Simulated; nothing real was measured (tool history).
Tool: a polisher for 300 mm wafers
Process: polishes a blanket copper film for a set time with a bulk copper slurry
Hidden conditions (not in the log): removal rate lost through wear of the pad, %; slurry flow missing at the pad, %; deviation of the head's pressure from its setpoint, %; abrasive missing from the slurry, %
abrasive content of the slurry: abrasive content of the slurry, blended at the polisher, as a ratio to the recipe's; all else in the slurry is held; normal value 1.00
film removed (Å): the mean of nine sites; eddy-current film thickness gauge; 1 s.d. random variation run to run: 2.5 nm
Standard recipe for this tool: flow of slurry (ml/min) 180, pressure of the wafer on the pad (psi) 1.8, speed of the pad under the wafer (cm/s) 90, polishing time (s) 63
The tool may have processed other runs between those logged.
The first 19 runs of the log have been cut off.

run	day	flow of slurry (ml/min)	pressure of the wafer on the pad (psi)	speed of the pad under the wafer (cm/s)	abrasive content of the slurry	polishing time (s)	wafers since the last listed run	wafers polished on this pad	hours since the slurry nozzle was cleaned	hours since the head pressure was calibrated	hours since the slurry blender was calibrated	incoming thickness of the incoming film, nm	film removed (Å)
# day 9.238: worn pad replaced by a new one
20	9.546	180	1.8	118	0.80	70	63	47	32.4	1035.6	241.9	2556.0	4368
21	9.975	180	1.8	108	0.85	63	65	113	42.7	1045.9	252.2	2580.1	3611
22	10.688	155	1.4	90	0.80	80	109	222	59.8	1063.0	269.3	2600.9	3228
# day 10.883: slurry blender recalibrated
# day 12.500: head pressure recalibrated
23	12.742	180	1.8	90	1.00	63	289	511	109.1	5.8	44.6	2503.6	3143
24	13.408	205	1.8	98	1.15	63	102	614	125.1	21.8	60.6	2522.2	3604
25	13.967	245	1.8	116	1.10	63	85	699	138.5	35.2	74.0	2555.2	4312
26	14.533	180	1.8	68	1.00	63	86	786	152.1	48.8	87.6	2588.7	2455
# day 14.771: worn pad replaced by a new one
27	15.100	180	1.8	112	1.00	63	61	50	165.7	62.4	101.2	2539.4	3805
28	15.808	180	1.8	112	1.00	63	108	159	182.7	79.4	118.2	2581.7	3795
29	16.238	215	1.8	100	1.00	45	65	225	193.0	89.7	128.5	2576.4	2515
30	17.571	135	2.2	90	1.00	63	204	429	225.0	121.7	160.5	2541.3	3284
31	17.933	180	1.8	90	1.00	63	55	485	233.7	130.4	169.2	2577.2	3097

3 ways to go on from here, each from the tool as it stands after run 31. What would each give?
A	17.950	180	2.0	90	1.00	63	2	487	234.1	130.8	169.6	2612.1	?
B	17.950	125	2.1	116	1.20	63	2	487	234.1	130.8	169.6	2612.1	?
C	17.950	180	1.5	90	1.00	63	2	487	234.1	130.8	169.6	2612.1	?

run	film removed (Å)
A	3322
B	4119
C	2803
What these runs would have given with no unlogged condition in the tool:
run	film removed (Å)
A	3473
B	4393
C	2930
